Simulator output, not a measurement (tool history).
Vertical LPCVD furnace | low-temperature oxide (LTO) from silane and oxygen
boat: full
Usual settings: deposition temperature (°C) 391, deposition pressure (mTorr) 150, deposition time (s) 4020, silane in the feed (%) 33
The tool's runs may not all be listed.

run	hour	deposition temperature (°C)	deposition pressure (mTorr)	deposition time (s)	silane in the feed (%)	read-back reference wafer on the same gauge, thickness	film thickness on the monitor wafer in the middle of the boat (angstrom)
1	0	391	150	4020	33	354.68	3049.9
2	61.7	391	150	4020	33	355.27	3051.7
3	150.6	391	150	4020	33	355.29	3045.7
4	202.1	391	150	4020	33	354.88	3030.7
5	265	391	135	4020	33	355.01	2720.8
6	528.4	391	135	4020	33	354.96	2737.4
7	578	391	135	4020	33	355.3	2742.9
8	617.7	397	150	3330	33	354.63	2704.6
9	716.7	391	130	4020	33	355.31	2655.6
10	819.2	379	175	4440	29	355.32	2799.8
11	893.7	397	150	3330	33	354.8	2706.1
12	980	391	150	3390	38	354.85	3126.3
13	1137.8	403	140	4020	27	354.48	2451.4
14	1182.6	391	150	4020	40	355.5	3929.3
15	1229.3	391	150	4020	33	355.44	3058.3
16	1299.9	391	150	4020	33	355.05	3051.9
17	1357	391	150	4020	33	355	3056.1
18	1453.3	396	175	4020	30	355.22	3307
19	1521.2	384	175	2430	31	354.98	1798.2
20	1626.6	391	150	4020	33	354.73	3064.1
21	1871.7	391	150	4020	29	354.81	2497.7
22	1915	400	125	4020	35	354.98	3006.6
23	2019.2	388	150	4020	33	354.97	2921.3
24	2110.2	391	150	4020	33	355.06	3014.9
25	2204.5	391	150	4020	33	355.11	3012.9
26	2268.6	391	150	4020	30	354.99	2633.1
27	2310.9	391	125	4020	31	355.29	2308.5
28	2544	387	150	3570	39	354.98	3226.8
29	2647.6	391	140	4020	30	354.67	2450.8
30	2727.7	391	150	4020	33	354.67	3013.9
31	2824	391	185	4020	31	354.74	3413.9

Not shown: 4 entries that the log had between the listed runs. Between which runs, and how does the tool's hidden state differ before and after?
Between runs 2 and 3: pressure gauge zeroed (hour 150.1)
  true tube temperature minus thermocouple reading, K: 1.1 -> 1.11
  measured less the result without the state, film thickness on the monitor wafer in the middle of the boat (angstrom): +40 -> +40.6
Between runs 4 and 5: gauge calibrated (hour 234.1)
  true tube temperature minus thermocouple reading, K: 1.12 -> 1.13
  measured less the result without the state, film thickness on the monitor wafer in the middle of the boat (angstrom): +40.6 -> +36.9
Between runs 5 and 6: silane flow controller replaced (hour 295.5)
  true tube temperature minus thermocouple reading, K: 1.13 -> 1.17
  measured less the result without the state, film thickness on the monitor wafer in the middle of the boat (angstrom): +36.9 -> +38.3
Between runs 20 and 21: thermocouples replaced and temperature profile calibrated (hour 1867)
  true tube temperature minus thermocouple reading, K: 1.27 -> 0.0813
  measured less the result without the state, film thickness on the monitor wafer in the middle of the boat (angstrom): +46.4 -> +2.5
